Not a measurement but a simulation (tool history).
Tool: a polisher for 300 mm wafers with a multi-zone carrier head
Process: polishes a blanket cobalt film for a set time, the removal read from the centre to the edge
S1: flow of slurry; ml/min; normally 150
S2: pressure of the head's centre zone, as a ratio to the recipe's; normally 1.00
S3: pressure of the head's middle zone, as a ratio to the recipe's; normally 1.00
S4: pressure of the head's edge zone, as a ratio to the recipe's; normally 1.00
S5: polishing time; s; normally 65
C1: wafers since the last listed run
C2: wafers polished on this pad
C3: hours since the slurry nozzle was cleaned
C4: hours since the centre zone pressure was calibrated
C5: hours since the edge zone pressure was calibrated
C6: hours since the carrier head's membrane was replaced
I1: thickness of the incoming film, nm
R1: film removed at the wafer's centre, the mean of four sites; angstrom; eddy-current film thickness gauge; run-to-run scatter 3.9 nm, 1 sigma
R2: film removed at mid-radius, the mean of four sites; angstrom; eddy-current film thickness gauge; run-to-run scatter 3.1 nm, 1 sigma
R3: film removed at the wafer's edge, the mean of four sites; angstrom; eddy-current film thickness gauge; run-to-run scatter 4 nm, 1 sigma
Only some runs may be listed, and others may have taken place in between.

run   hour   S1    S2    S3    S4  S5    C1    C2     C3     C4     C5     C6      I1    R1    R2    R3
  1    0.0  150  1.04  1.00  1.00  65     0  2037  729.8  457.9  712.2  534.6  1557.7  2975  3237  3112
      24.9  -- worn pad replaced by a new one, of another model than before
  2   31.8  150  1.04  1.00  1.00  65   323    79  761.6  489.7  744.0  566.4  1556.6  2867  3204  3096
      51.0  -- carrier head's membrane replaced by a new one
  3   60.0  150  1.04  1.00  1.00  65   269   349  789.8  517.9  772.2    9.0  1538.7  2932  3207  3098
  4   75.4  150  1.00  1.00  1.00  65   179   529  805.2  533.3  787.6   24.4  1546.2  2813  3280  3052
  5   92.8  150  1.00  1.00  1.00  65   202   731  822.6  550.7  805.0   41.8  1536.4  2744  3202  3085
  6  110.9  190  1.00  1.00  0.91  76   210   942  840.7  568.8  823.1   59.9  1516.3  3479  3855  3466
  7  134.2  135  1.06  1.00  1.00  50   271  1213  864.0  592.1  846.4   83.2  1540.4  2174  2451  2367
     145.1  -- slurry nozzle cleaned
  8  168.6  150  1.00  0.88  1.09  65   388  1601   23.5  626.5  880.8  117.6  1570.3  2760  2886  3258
     179.7  -- worn pad replaced by a new one
  9  189.4  105  1.00  0.93  1.00  65   195   113   44.3  647.3  901.6  138.4  1562.4  2493  2684  2838
 10  212.8  150  1.00  0.90  0.92  65   272   385   67.7  670.7  925.0  161.8  1564.5  2773  2918  2968
     249.6  -- centre zone pressure recalibrated
     309.2  -- edge zone pressure recalibrated
 11  311.2  150  1.00  1.00  1.00  86  1098  1483  166.1   61.6    2.0  260.2  1551.0  4053  4312  4092
 12  341.7  170  1.00  1.00  1.00  65   354  1838  196.6   92.1   32.5  290.7  1523.2  3200  3288  3175
     367.9  -- worn pad replaced by a new one
 13  371.0  150  1.00  1.00  1.00  65   294    35  225.9  121.4   61.8  320.0  1563.5  3029  3182  2993
 14  383.2  150  1.10  1.00  1.00  65   141   177  238.1  133.6   74.0  332.2  1522.4  3340  3178  3103
 15  402.7  150  1.00  1.00  1.00  65   226   404  257.6  153.1   93.5  351.7  1547.8  2978  3224  3082
 16  416.8  150  1.00  1.10  1.00  54   164   568  271.7  167.2  107.6  365.8  1544.4  2454  2936  2511
 17  437.4  195  0.91  1.00  1.12  48   239   808  292.3  187.8  128.2  386.4  1529.6  2107  2510  2439
 18  454.6  185  1.00  1.00  1.00  65   200  1008  309.5  205.0  145.4  403.6  1543.5  3076  3312  3123
 19  487.9  170  1.00  0.93  1.00  65   387  1395  342.8  238.3  178.7  436.9  1541.5  3014  3120  3220
 20  503.1  135  1.06  1.00  1.00  50   176  1572  358.0  253.5  193.9  452.1  1528.5  2337  2349  2310
 21  538.3  150  1.00  1.00  1.00  65   409  1982  393.2  288.7  229.1  487.3  1513.9  2834  3232  3007

Expected results for the next run?
     551.6  -- worn pad replaced by a new one
 22  572.3  190  1.00  1.00  1.00  65  349  241  427.2  322.7  263.1  521.3  1541.3   ?   ?   ?

R1: 3044 angstrom
R2: 3386 angstrom
R3: 3110 angstrom
Minus the tool's unlogged condition, the same run would have read R1 3361 angstrom, R2 3384 angstrom, R3 3110 angstrom.
